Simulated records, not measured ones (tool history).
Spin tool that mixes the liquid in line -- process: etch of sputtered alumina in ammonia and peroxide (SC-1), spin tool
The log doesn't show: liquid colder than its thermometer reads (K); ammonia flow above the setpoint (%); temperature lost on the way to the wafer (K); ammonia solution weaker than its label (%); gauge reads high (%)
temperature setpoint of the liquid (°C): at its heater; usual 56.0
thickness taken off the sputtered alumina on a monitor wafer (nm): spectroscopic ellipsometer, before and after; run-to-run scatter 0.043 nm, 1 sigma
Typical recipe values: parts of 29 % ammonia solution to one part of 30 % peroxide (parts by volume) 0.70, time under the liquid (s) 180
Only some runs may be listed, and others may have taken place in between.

run,day,temperature setpoint of the liquid (°C),parts of 29 % ammonia solution to one part of 30 % peroxide (parts by volume),time under the liquid (s),wafers since the last listed run,hours since the thermometer was replaced,hours since the ammonia flow meter was replaced,hours since the heated supply line was repaired,hours since the drum of ammonia solution was connected,hours since the gauge calibration,"read-back film thickness of the sputtered alumina reference wafer, read on the same gauge (nm)",thickness taken off the sputtered alumina on a monitor wafer (nm)
1,0.000,56.0,0.70,180,0,2233.4,346.8,2256.7,252.5,87.9,100.01,8.63
2,3.879,56.0,0.55,135,668,2326.5,439.9,2349.8,345.6,181.0,99.98,6.29
# day 5.525: thermometer replaced
3,6.704,56.0,0.95,180,479,28.3,507.7,2417.6,413.4,248.8,100.00,8.89
4,9.379,53.0,0.70,180,460,92.5,571.9,2481.8,477.6,313.0,99.99,7.36
5,19.675,56.0,0.70,180,1773,339.6,819.0,2728.9,724.7,560.1,99.99,8.65
6,23.942,61.5,0.70,140,735,442.0,921.4,2831.3,827.1,662.5,99.99,8.93
7,26.183,51.5,0.70,180,386,495.8,975.2,2885.1,880.9,716.3,100.00,6.73
8,29.758,56.0,0.60,120,615,581.6,1061.0,2970.9,966.7,802.1,100.01,5.65
9,34.067,47.0,0.70,180,742,685.0,1164.4,3074.3,1070.1,905.5,100.01,5.22
# day 35.233: new drum of ammonia solution connected
10,37.646,48.0,0.35,95,609,770.9,1250.3,3160.2,57.9,991.4,100.00,2.72
11,40.867,64.0,0.40,275,554,848.2,1327.6,3237.5,135.2,1068.7,99.99,18.75
12,43.958,48.5,0.35,250,532,922.4,1401.8,3311.7,209.4,1142.9,99.99,7.39
# day 44.050: heated supply line repaired
13,47.975,50.0,0.45,85,684,1018.8,1498.2,94.2,305.8,1239.3,99.98,2.89
14,49.617,56.0,1.05,285,282,1058.2,1537.6,133.6,345.2,1278.7,100.01,14.45
15,52.862,56.0,0.70,180,559,1136.1,1615.5,211.5,423.1,1356.6,100.00,8.81
# day 53.329: ammonia flow meter replaced
16,64.592,56.0,0.70,180,2013,1417.6,270.3,493.0,704.6,1638.1,100.02,8.79
17,66.262,56.0,0.70,250,287,1457.7,310.4,533.1,744.7,1678.2,99.98,12.12
18,68.683,64.0,0.85,285,417,1515.8,368.5,591.2,802.8,1736.3,100.00,21.23
19,70.900,65.0,0.70,180,381,1569.0,421.7,644.4,856.0,1789.5,100.00,13.78
20,74.871,50.0,0.90,120,684,1664.3,517.0,739.7,951.3,1884.8,100.01,4.31
21,77.604,56.0,0.70,180,470,1729.9,582.6,805.3,1016.9,1950.4,100.00,8.85
22,79.362,61.5,0.70,100,302,1772.1,624.8,847.5,1059.1,1992.6,100.01,6.46
# day 81.904: thermometer replaced
23,83.671,48.5,0.45,290,735,42.4,728.2,950.9,1162.5,2096.0,100.01,9.01
# day 84.246: new drum of ammonia solution connected
24,85.892,64.5,0.70,180,375,95.7,781.5,1004.2,39.5,2149.3,99.99,13.51

Each row is a separate what-if for the run after 24, all from the same tool condition, not one after another. Results?
A,85.912,56.0,0.70,180,3,96.2,782.0,1004.7,40.0,2149.8,?,?
B,85.912,56.0,0.50,180,3,96.2,782.0,1004.7,40.0,2149.8,?,?
C,85.912,50.5,0.50,215,3,96.2,782.0,1004.7,40.0,2149.8,?,?
D,85.912,47.5,0.90,130,3,96.2,782.0,1004.7,40.0,2149.8,?,?
E,85.912,51.0,0.70,180,3,96.2,782.0,1004.7,40.0,2149.8,?,?

run,"read-back film thickness of the sputtered alumina reference wafer, read on the same gauge (nm)",thickness taken off the sputtered alumina on a monitor wafer (nm)
A,99.99,8.77
B,99.99,8.49
C,99.99,7.54
D,99.99,4.08
E,99.99,6.70
Take away the tool's hidden state, keep each run's random variation, and the runs would have read:
run,thickness taken off the sputtered alumina on a monitor wafer (nm)
A,8.87
B,8.59
C,7.64
D,4.14
E,6.78

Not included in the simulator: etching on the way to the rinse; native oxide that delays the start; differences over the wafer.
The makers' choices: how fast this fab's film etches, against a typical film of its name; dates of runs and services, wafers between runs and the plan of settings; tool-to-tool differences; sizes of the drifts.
